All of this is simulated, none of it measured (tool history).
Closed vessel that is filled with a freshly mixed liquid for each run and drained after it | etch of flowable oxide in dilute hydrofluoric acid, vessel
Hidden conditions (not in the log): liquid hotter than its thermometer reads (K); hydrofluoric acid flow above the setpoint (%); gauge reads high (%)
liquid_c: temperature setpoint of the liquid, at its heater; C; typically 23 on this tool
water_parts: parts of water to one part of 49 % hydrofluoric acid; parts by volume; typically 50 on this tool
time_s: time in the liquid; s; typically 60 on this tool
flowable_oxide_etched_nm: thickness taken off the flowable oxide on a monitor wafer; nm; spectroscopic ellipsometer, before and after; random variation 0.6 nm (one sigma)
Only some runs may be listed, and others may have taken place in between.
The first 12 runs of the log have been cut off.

run     day  liquid_c  water_parts  time_s  wafers since the last listed run  hours since the thermometer was replaced  hours since the hydrofluoric acid flow meter was replaced  hours since the gauge calibration  read-back film thickness of the flowable oxide reference wafer, read on the same gauge (nm)  flowable_oxide_etched_nm
 13   6.992        26           50      80                              1031                                    2801.9                                                      815.1                              260.8                                                                                        90.02                    135.27
 14   7.296        23           50      60                               724                                    2809.2                                                      822.4                              268.1                                                                                        90.01                     89.58
 15   8.004        23           50      60                              1686                                    2826.2                                                      839.4                              285.1                                                                                        89.99                     88.91
 16   8.592        23           50      60                              1398                                    2840.3                                                      853.5                              299.2                                                                                        89.99                     88.28
 17   9.367        23           50      30                              1844                                    2858.9                                                      872.1                              317.8                                                                                           90                     45.55
      9.504  -- hydrofluoric acid flow meter replaced
 18   9.717        21           25      30                               733                                    2867.3                                                        5.1                              326.2                                                                                        90.01                     76.08
 19   9.992      24.5           60      90                               654                                    2873.9                                                       11.7                              332.8                                                                                           90                    103.74
 20  10.588        23           50      50                              1418                                    2888.2                                                         26                              347.1                                                                                        90.02                      66.2
 21  11.096        23           50      80                              1210                                    2900.4                                                       38.2                              359.3                                                                                        90.01                    105.85
 22  11.492        26           40      40                               942                                    2909.9                                                       47.7                              368.8                                                                                        89.95                     76.37
     11.554  -- gauge calibrated
 23  11.983        25           40      30                              1170                                    2921.7                                                       59.5                               10.3                                                                                        89.96                     55.32
 24  12.288        23           30      40                               724                                      2929                                                       66.8                               17.6                                                                                        89.99                     90.49
     12.612  -- thermometer replaced
 25  12.633        26           40      85                               724                                       0.5                                                       75.1                               25.9                                                                                        90.01                     163.8
 26    13.3      19.5           30      40                              1586                                      16.5                                                       91.1                               41.9                                                                                        89.99                     78.76
 27  14.017        23           50      60                              1705                                      33.7                                                      108.3                               59.1                                                                                           90                     80.08
 28  14.438        23           50      60                              1001                                      43.8                                                      118.4                               69.2                                                                                           90                      81.1
 29  14.925      25.5           60      35                              1160                                      55.5                                                      130.1                               80.9                                                                                        90.02                     42.68
 30  15.183        23           35      60                               614                                      61.7                                                      136.3                               87.1                                                                                        89.99                    117.45
 31  15.775      21.5           65      60                              1408                                      75.9                                                      150.5                              101.3                                                                                        89.98                     57.42
 32  16.233      25.5           50      60                              1091                                      86.9                                                      161.5                              112.3                                                                                        90.02                     90.09
 33  16.779        23           50      60                              1299                                       100                                                      174.6                              125.4                                                                                        89.96                        81

Branching from run 33: 4 alternative next runs. What would each branch give?
  A  16.808        23           50      60                                69                                     100.7                                                      175.3                              126.1                                                                                            ?                         ?
  B  16.808        23           50      35                                69                                     100.7                                                      175.3                              126.1                                                                                            ?                         ?
  C  16.808        23           65      60                                69                                     100.7                                                      175.3                              126.1                                                                                            ?                         ?
  D  16.808      25.5           60      60                                69                                     100.7                                                      175.3                              126.1                                                                                            ?                         ?

run  read-back film thickness of the flowable oxide reference wafer, read on the same gauge (nm)  flowable_oxide_etched_nm
  A                                                                                        89.98                     81.28
  B                                                                                        89.98                     47.41
  C                                                                                        89.98                     61.37
  D                                                                                        89.98                     74.08
Stripped of hidden state, with their random variation kept, the same runs would have yielded:
run  flowable_oxide_etched_nm
  A                     78.33
  B                     45.69
  C                      59.1
  D                     71.35

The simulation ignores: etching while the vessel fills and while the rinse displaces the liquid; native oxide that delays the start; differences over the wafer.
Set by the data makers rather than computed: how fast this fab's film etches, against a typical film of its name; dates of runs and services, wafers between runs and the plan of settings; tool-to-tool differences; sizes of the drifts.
